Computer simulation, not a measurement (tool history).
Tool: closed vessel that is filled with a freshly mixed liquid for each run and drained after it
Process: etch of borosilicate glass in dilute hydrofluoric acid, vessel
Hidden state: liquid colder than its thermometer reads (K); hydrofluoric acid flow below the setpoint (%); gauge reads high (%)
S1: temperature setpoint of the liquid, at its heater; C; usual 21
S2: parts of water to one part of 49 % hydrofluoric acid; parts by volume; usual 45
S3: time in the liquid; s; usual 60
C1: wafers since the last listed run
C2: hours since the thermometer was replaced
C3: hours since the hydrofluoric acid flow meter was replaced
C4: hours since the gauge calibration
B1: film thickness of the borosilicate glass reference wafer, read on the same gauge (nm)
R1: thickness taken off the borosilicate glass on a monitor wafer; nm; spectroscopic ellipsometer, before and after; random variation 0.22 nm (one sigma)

run	hour	S1	S2	S3	C1	C2	C3	C4	B1	R1
1	0	21	35	60	0	1593.9	154.2	256.1	80.01	44.77
2	17.7	21	35	60	2543	1611.6	171.9	273.8	80.05	44.38
# hour 22.4: gauge calibrated
3	32.1	21	35	60	2069	1626	186.3	9.7	79.96	44.47
4	44.7	21	45	45	1810	1638.6	198.9	22.3	79.99	25.74
5	57.9	21	45	45	1896	1651.8	212.1	35.5	79.98	25.57
6	73.9	21	45	35	2298	1667.8	228.1	51.5	79.98	19.85
7	111	21	45	35	5330	1704.9	265.2	88.6	80	19.79
8	125.2	21	45	60	2040	1719.1	279.4	102.8	80.04	33.41
9	131.9	21	45	60	962	1725.8	286.1	109.5	80.01	33.79
10	145.8	21	50	60	1997	1739.7	300	123.4	80	30.03
11	156	21	50	60	1465	1749.9	310.2	133.6	79.97	30.2
12	164.6	21	50	60	1235	1758.5	318.8	142.2	79.97	29.89
13	172	17	60	45	1063	1765.9	326.2	149.6	80.01	15.7
14	179.9	18	35	70	1135	1773.8	334.1	157.5	80.03	44.77
15	196.6	17.5	40	70	2399	1790.5	350.8	174.2	80.03	37.97
16	208.9	21	60	60	1767	1802.8	363.1	186.5	80.01	24.5
# hour 212.4: thermometer replaced
17	225.9	22.5	35	70	2298	13.5	380.1	203.5	79.97	53.75
18	233.5	21	45	60	1092	21.1	387.7	211.1	80.01	33.16
19	239.8	17.5	55	40	905	27.4	394	217.4	79.98	15.4
20	257.6	21	35	30	2557	45.2	411.8	235.2	79.97	21.73
21	270.3	17	30	80	1824	57.9	424.5	247.9	80.05	56.4
22	277.2	24.5	45	80	991	64.8	431.4	254.8	79.99	50.5
23	294.2	21	45	60	2442	81.8	448.4	271.8	80.03	32.92
24	306.1	21	45	45	1709	93.7	460.3	283.7	79.99	24.41
25	319.3	21	45	60	1896	106.9	473.5	296.9	80	32.6
# hour 327.6: gauge calibrated
26	328.9	18.5	25	35	1379	116.5	483.1	1.3	79.98	31.91
# hour 330.4: hydrofluoric acid flow meter replaced
27	343.9	22.5	45	60	2011	131.5	13.5	16.3	80.02	37.65
28	352.6	21	45	60	1250	140.2	22.2	25	80	35.27
29	362.7	21	55	80	1451	150.3	32.3	35.1	80.02	37.99
30	371.7	17	55	30	1293	159.3	41.3	44.1	79.97	11.94
31	381.5	25.5	30	60	1408	169.1	51.1	53.9	79.99	64.46
32	398.5	21	45	60	2442	186.1	68.1	70.9	80.02	34.77
33	409	17	30	35	1508	196.6	78.6	81.4	80.03	26.02
34	448.8	21	45	60	5718	236.4	118.4	121.2	79.98	34.68

What the log doesn't show, run by run:
liquid colder than its thermometer reads (K): 0 in every run
gauge reads high (%): 0 in every run
H1: hydrofluoric acid flow below the setpoint (%)
run	H1
1	2.3
2	2.56
3	2.77
4	2.95
5	3.14
6	3.38
7	3.92
8	4.12
9	4.22
10	4.42
11	4.57
12	4.7
13	4.81
14	4.92
15	5.16
16	5.34
17	5.59
18	5.7
19	5.79
20	6.05
21	6.24
22	6.34
23	6.59
24	6.76
25	6.95
26	7.09
27	0.243
28	0.37
29	0.517
30	0.648
31	0.791
32	1.04
33	1.19
34	1.77
